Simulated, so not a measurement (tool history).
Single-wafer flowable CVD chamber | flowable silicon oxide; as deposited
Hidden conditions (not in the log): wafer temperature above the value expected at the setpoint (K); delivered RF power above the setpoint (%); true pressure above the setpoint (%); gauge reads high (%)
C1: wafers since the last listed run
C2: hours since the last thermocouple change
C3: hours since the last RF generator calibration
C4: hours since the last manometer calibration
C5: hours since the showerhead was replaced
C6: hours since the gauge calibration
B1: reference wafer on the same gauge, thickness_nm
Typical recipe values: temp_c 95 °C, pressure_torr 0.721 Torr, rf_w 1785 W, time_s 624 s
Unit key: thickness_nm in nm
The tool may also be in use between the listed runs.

run 1 hour=0 | temp_c=95 pressure_torr=0.721 rf_w=1785 time_s=548 | C1=0 C2=1514.8 C3=1168.2 C4=2140.8 C5=6410.1 C6=509.1 | B1=439.102 | thickness_nm=282.843
run 2 hour=39 | temp_c=95 pressure_torr=0.721 rf_w=1785 time_s=548 | C1=123 C2=1553.8 C3=1207.2 C4=2179.8 C5=6449.1 C6=548.1 | B1=438.771 | thickness_nm=284.25
run 3 hour=51.6 | temp_c=95 pressure_torr=0.721 rf_w=1785 time_s=548 | C1=39 C2=1566.4 C3=1219.8 C4=2192.4 C5=6461.7 C6=560.7 | B1=439.176 | thickness_nm=282.241
run 4 hour=59.8 | temp_c=95 pressure_torr=0.721 rf_w=1785 time_s=624 | C1=25 C2=1574.6 C3=1228 C4=2200.6 C5=6469.9 C6=568.9 | B1=438.492 | thickness_nm=322.105
-- hour=78.8 capacitance manometer re-zeroed and calibrated
run 5 hour=79.3 | temp_c=95 pressure_torr=0.721 rf_w=1785 time_s=624 | C1=36 C2=1594.1 C3=1247.5 C4=0.5 C5=6489.4 C6=588.4 | B1=438.665 | thickness_nm=321.214
run 6 hour=85.4 | temp_c=95 pressure_torr=0.721 rf_w=1785 time_s=624 | C1=19 C2=1600.2 C3=1253.6 C4=6.6 C5=6495.5 C6=594.5 | B1=438.74 | thickness_nm=323.426
run 7 hour=94.5 | temp_c=95 pressure_torr=0.721 rf_w=1785 time_s=624 | C1=28 C2=1609.3 C3=1262.7 C4=15.7 C5=6504.6 C6=603.6 | B1=439.147 | thickness_nm=322.683
-- hour=104 showerhead replaced, of another model than before
run 8 hour=111.2 | temp_c=95 pressure_torr=0.721 rf_w=1785 time_s=624 | C1=27 C2=1626 C3=1279.4 C4=32.4 C5=7.2 C6=620.3 | B1=438.877 | thickness_nm=322.913
run 9 hour=124.9 | temp_c=95 pressure_torr=0.721 rf_w=1785 time_s=624 | C1=43 C2=1639.7 C3=1293.1 C4=46.1 C5=20.9 C6=634 | B1=439.398 | thickness_nm=322.492
-- hour=137.6 gauge calibrated
run 10 hour=141.8 | temp_c=95 pressure_torr=0.721 rf_w=1785 time_s=624 | C1=53 C2=1656.6 C3=1310 C4=63 C5=37.8 C6=4.2 | B1=439.115 | thickness_nm=320.034
run 11 hour=148.8 | temp_c=95 pressure_torr=0.659 rf_w=1785 time_s=624 | C1=22 C2=1663.6 C3=1317 C4=70 C5=44.8 C6=11.2 | B1=438.851 | thickness_nm=304.054
-- hour=157.3 thermocouple changed; heater temperature recalibrated
run 12 hour=164.2 | temp_c=95 pressure_torr=0.659 rf_w=1785 time_s=624 | C1=23 C2=6.9 C3=1332.4 C4=85.4 C5=60.2 C6=26.6 | B1=439.01 | thickness_nm=351.789
run 13 hour=178 | temp_c=107 pressure_torr=0.721 rf_w=1900 time_s=624 | C1=43 C2=20.7 C3=1346.2 C4=99.2 C5=74 C6=40.4 | B1=438.634 | thickness_nm=264.301
run 14 hour=190.5 | temp_c=95 pressure_torr=0.721 rf_w=1785 time_s=743 | C1=39 C2=33.2 C3=1358.7 C4=111.7 C5=86.5 C6=52.9 | B1=438.523 | thickness_nm=443.29
run 15 hour=207.8 | temp_c=95 pressure_torr=0.658 rf_w=1785 time_s=624 | C1=54 C2=50.5 C3=1376 C4=129 C5=103.8 C6=70.2 | B1=439.337 | thickness_nm=348.1
run 16 hour=218.3 | temp_c=102 pressure_torr=0.721 rf_w=1785 time_s=737 | C1=33 C2=61 C3=1386.5 C4=139.5 C5=114.3 C6=80.7 | B1=438.768 | thickness_nm=357.63
-- hour=234.5 RF generator calibrated
run 17 hour=235 | temp_c=103 pressure_torr=0.596 rf_w=1785 time_s=624 | C1=27 C2=77.7 C3=0.5 C4=156.2 C5=131 C6=97.4 | B1=438.898 | thickness_nm=255.933
run 18 hour=244.5 | temp_c=102 pressure_torr=0.721 rf_w=2035 time_s=624 | C1=29 C2=87.2 C3=10 C4=165.7 C5=140.5 C6=106.9 | B1=439.618 | thickness_nm=304.035
run 19 hour=258.3 | temp_c=95 pressure_torr=0.665 rf_w=2050 time_s=624 | C1=43 C2=101 C3=23.8 C4=179.5 C5=154.3 C6=120.7 | B1=439.565 | thickness_nm=351.468
run 20 hour=272.8 | temp_c=95 pressure_torr=0.721 rf_w=1785 time_s=624 | C1=45 C2=115.5 C3=38.3 C4=194 C5=168.8 C6=135.2 | B1=439.13 | thickness_nm=364.422
run 21 hour=288.1 | temp_c=95 pressure_torr=0.721 rf_w=1785 time_s=624 | C1=48 C2=130.8 C3=53.6 C4=209.3 C5=184.1 C6=150.5 | B1=439.493 | thickness_nm=365.148
run 22 hour=302.3 | temp_c=95 pressure_torr=0.721 rf_w=1785 time_s=624 | C1=44 C2=145 C3=67.8 C4=223.5 C5=198.3 C6=164.7 | B1=439.03 | thickness_nm=360.313
run 23 hour=308.7 | temp_c=91 pressure_torr=0.721 rf_w=1785 time_s=624 | C1=20 C2=151.4 C3=74.2 C4=229.9 C5=204.7 C6=171.1 | B1=438.831 | thickness_nm=406.985
run 24 hour=317.4 | temp_c=106 pressure_torr=0.721 rf_w=1955 time_s=624 | C1=27 C2=160.1 C3=82.9 C4=238.6 C5=213.4 C6=179.8 | B1=439.121 | thickness_nm=265.847
run 25 hour=330.4 | temp_c=95 pressure_torr=0.721 rf_w=1785 time_s=624 | C1=41 C2=173.1 C3=95.9 C4=251.6 C5=226.4 C6=192.8 | B1=439.113 | thickness_nm=360.496
run 26 hour=346.1 | temp_c=107 pressure_torr=0.639 rf_w=1785 time_s=624 | C1=49 C2=188.8 C3=111.6 C4=267.3 C5=242.1 C6=208.5 | B1=438.85 | thickness_nm=231.962
run 27 hour=397.7 | temp_c=84 pressure_torr=0.624 rf_w=1785 time_s=624 | C1=162 C2=240.4 C3=163.2 C4=318.9 C5=293.7 C6=260.1 | B1=438.651 | thickness_nm=438.576
run 28 hour=441.2 | temp_c=95 pressure_torr=0.665 rf_w=2050 time_s=624 | C1=137 C2=283.9 C3=206.7 C4=362.4 C5=337.2 C6=303.6 | B1=439.08 | thickness_nm=336.89
run 29 hour=453.3 | temp_c=95 pressure_torr=0.721 rf_w=1785 time_s=624 | C1=38 C2=296 C3=218.8 C4=374.5 C5=349.3 C6=315.7 | B1=438.562 | thickness_nm=351.642

Consider 3 possible next runs. They are alternatives, not a sequence: every one starts from the tool as it was left by run 29. What does each give?
run A hour=453.9 | temp_c=95 pressure_torr=0.823 rf_w=1785 time_s=624 | C1=1 C2=296.6 C3=219.4 C4=375.1 C5=349.9 C6=316.3 | B1=? | thickness_nm=?
run B hour=453.9 | temp_c=109 pressure_torr=0.616 rf_w=1785 time_s=624 | C1=1 C2=296.6 C3=219.4 C4=375.1 C5=349.9 C6=316.3 | B1=? | thickness_nm=?
run C hour=453.9 | temp_c=95 pressure_torr=0.721 rf_w=1785 time_s=707 | C1=1 C2=296.6 C3=219.4 C4=375.1 C5=349.9 C6=316.3 | B1=? | thickness_nm=?

run=A B1=439.01 thickness_nm=386.099
run=B B1=439.01 thickness_nm=209.42
run=C B1=439.01 thickness_nm=397.935
Stripped of hidden state, with their random variation kept, the same runs would have yielded:
run=A thickness_nm=404.984
run=B thickness_nm=219.588
run=C thickness_nm=417.4
